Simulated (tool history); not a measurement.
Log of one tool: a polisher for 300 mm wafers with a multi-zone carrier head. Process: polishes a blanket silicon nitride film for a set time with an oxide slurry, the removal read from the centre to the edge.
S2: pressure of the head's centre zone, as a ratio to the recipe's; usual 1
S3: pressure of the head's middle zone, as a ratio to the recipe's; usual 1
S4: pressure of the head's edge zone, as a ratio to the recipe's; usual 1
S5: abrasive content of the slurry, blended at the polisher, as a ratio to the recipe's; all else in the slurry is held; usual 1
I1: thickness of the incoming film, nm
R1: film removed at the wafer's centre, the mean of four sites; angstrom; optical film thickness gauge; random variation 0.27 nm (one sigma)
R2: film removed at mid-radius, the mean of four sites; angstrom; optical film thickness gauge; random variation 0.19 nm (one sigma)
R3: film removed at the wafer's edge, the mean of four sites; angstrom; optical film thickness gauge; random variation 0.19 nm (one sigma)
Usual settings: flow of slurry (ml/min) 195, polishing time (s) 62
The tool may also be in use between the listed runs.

run 1 hour=0 | flow_of_slurry_(ml/min)=220 S2=1 S3=1 S4=1 S5=1 polishing_time_(s)=62 | I1=434 | R1=227 R2=225 R3=229
run 2 hour=103.1 | flow_of_slurry_(ml/min)=220 S2=1 S3=1 S4=1 S5=1 polishing_time_(s)=62 | I1=440.2 | R1=222 R2=227 R3=224
-- hour=163.6 worn pad replaced by a new one
run 3 hour=164.1 | flow_of_slurry_(ml/min)=195 S2=1 S3=1 S4=1.08 S5=1.05 polishing_time_(s)=62 | I1=444.2 | R1=255 R2=250 R3=264
-- hour=188 carrier head's membrane replaced by a new one
run 4 hour=212.9 | flow_of_slurry_(ml/min)=195 S2=1 S3=1 S4=0.93 S5=1 polishing_time_(s)=62 | I1=437 | R1=237 R2=235 R3=228
run 5 hour=252.1 | flow_of_slurry_(ml/min)=195 S2=1 S3=1 S4=1 S5=1 polishing_time_(s)=62 | I1=446.3 | R1=232 R2=231 R3=232
run 6 hour=280.3 | flow_of_slurry_(ml/min)=165 S2=1 S3=1 S4=1.1 S5=1 polishing_time_(s)=62 | I1=441.5 | R1=226 R2=227 R3=238
run 7 hour=336.7 | flow_of_slurry_(ml/min)=140 S2=1.08 S3=1.1 S4=1 S5=1 polishing_time_(s)=62 | I1=432.7 | R1=226 R2=230 R3=220
run 8 hour=404.1 | flow_of_slurry_(ml/min)=195 S2=1 S3=1 S4=1 S5=1.2 polishing_time_(s)=62 | I1=437 | R1=252 R2=254 R3=255
-- hour=432.3 centre zone pressure recalibrated
run 9 hour=468.1 | flow_of_slurry_(ml/min)=195 S2=1 S3=1 S4=1 S5=0.8 polishing_time_(s)=62 | I1=440 | R1=184 R2=182 R3=182
run 10 hour=538.9 | flow_of_slurry_(ml/min)=255 S2=1 S3=0.91 S4=0.96 S5=1 polishing_time_(s)=62 | I1=432 | R1=234 R2=212 R3=224
-- hour=553.7 worn pad replaced by a new one
run 11 hour=572.6 | flow_of_slurry_(ml/min)=260 S2=1 S3=0.9 S4=1.04 S5=1 polishing_time_(s)=62 | I1=443.4 | R1=252 R2=226 R3=252
-- hour=673.8 slurry nozzle cleaned
run 12 hour=771.6 | flow_of_slurry_(ml/min)=195 S2=1 S3=1 S4=1 S5=1 polishing_time_(s)=62 | I1=437.9 | R1=231 R2=221 R3=223
run 13 hour=837.8 | flow_of_slurry_(ml/min)=230 S2=1.08 S3=1.09 S4=1.06 S5=1 polishing_time_(s)=62 | I1=439.4 | R1=249 R2=244 R3=236
run 14 hour=885.3 | flow_of_slurry_(ml/min)=195 S2=1.09 S3=1.09 S4=1.08 S5=1.15 polishing_time_(s)=62 | I1=447.7 | R1=260 R2=265 R3=256
run 15 hour=921.8 | flow_of_slurry_(ml/min)=195 S2=1.1 S3=1 S4=1 S5=1 polishing_time_(s)=44 | I1=438.3 | R1=171 R2=157 R3=160
run 16 hour=955.5 | flow_of_slurry_(ml/min)=135 S2=1 S3=1 S4=1 S5=0.85 polishing_time_(s)=62 | I1=437.4 | R1=178 R2=181 R3=185
-- hour=998.8 worn pad replaced by a new one
run 17 hour=1009.3 | flow_of_slurry_(ml/min)=195 S2=1 S3=0.89 S4=1 S5=1 polishing_time_(s)=62 | I1=437.8 | R1=240 R2=216 R3=246
run 18 hour=1043.8 | flow_of_slurry_(ml/min)=195 S2=1 S3=1 S4=1 S5=1.25 polishing_time_(s)=62 | I1=441 | R1=278 R2=274 R3=273
run 19 hour=1127.2 | flow_of_slurry_(ml/min)=195 S2=1 S3=1 S4=1 S5=1 polishing_time_(s)=62 | I1=448.9 | R1=229 R2=230 R3=230
run 20 hour=1187.2 | flow_of_slurry_(ml/min)=195 S2=1 S3=1.03 S4=1 S5=1 polishing_time_(s)=62 | I1=440.2 | R1=225 R2=232 R3=229
run 21 hour=1239.1 | flow_of_slurry_(ml/min)=255 S2=1.05 S3=0.97 S4=1 S5=0.75 polishing_time_(s)=62 | I1=438.5 | R1=181 R2=169 R3=173
-- hour=1272.1 slurry nozzle cleaned
run 22 hour=1273.8 | flow_of_slurry_(ml/min)=195 S2=1 S3=1 S4=1 S5=1 polishing_time_(s)=62 | I1=433.1 | R1=223 R2=222 R3=223

Forecast each of these 4 alternatives for the next run:
run A hour=1274.2 | flow_of_slurry_(ml/min)=195 S2=1.04 S3=1 S4=1 S5=1 polishing_time_(s)=62 | I1=439.1 | R1=? R2=? R3=?
run B hour=1274.2 | flow_of_slurry_(ml/min)=195 S2=1 S3=1 S4=0.92 S5=1 polishing_time_(s)=62 | I1=439.1 | R1=? R2=? R3=?
run C hour=1274.2 | flow_of_slurry_(ml/min)=220 S2=0.94 S3=1 S4=1 S5=1 polishing_time_(s)=62 | I1=439.1 | R1=? R2=? R3=?
run D hour=1274.2 | flow_of_slurry_(ml/min)=220 S2=1 S3=1 S4=0.91 S5=1.2 polishing_time_(s)=68 | I1=439.1 | R1=? R2=? R3=?

run=A R1=232 R2=222 R3=224
run=B R1=224 R2=223 R3=215
run=C R1=216 R2=226 R3=226
run=D R1=282 R2=280 R3=269
Without the tool's hidden state the same runs would have given:
run=A R1=252 R2=242 R3=244
run=B R1=244 R2=243 R3=235
run=C R1=235 R2=247 R3=247
run=D R1=308 R2=306 R3=293
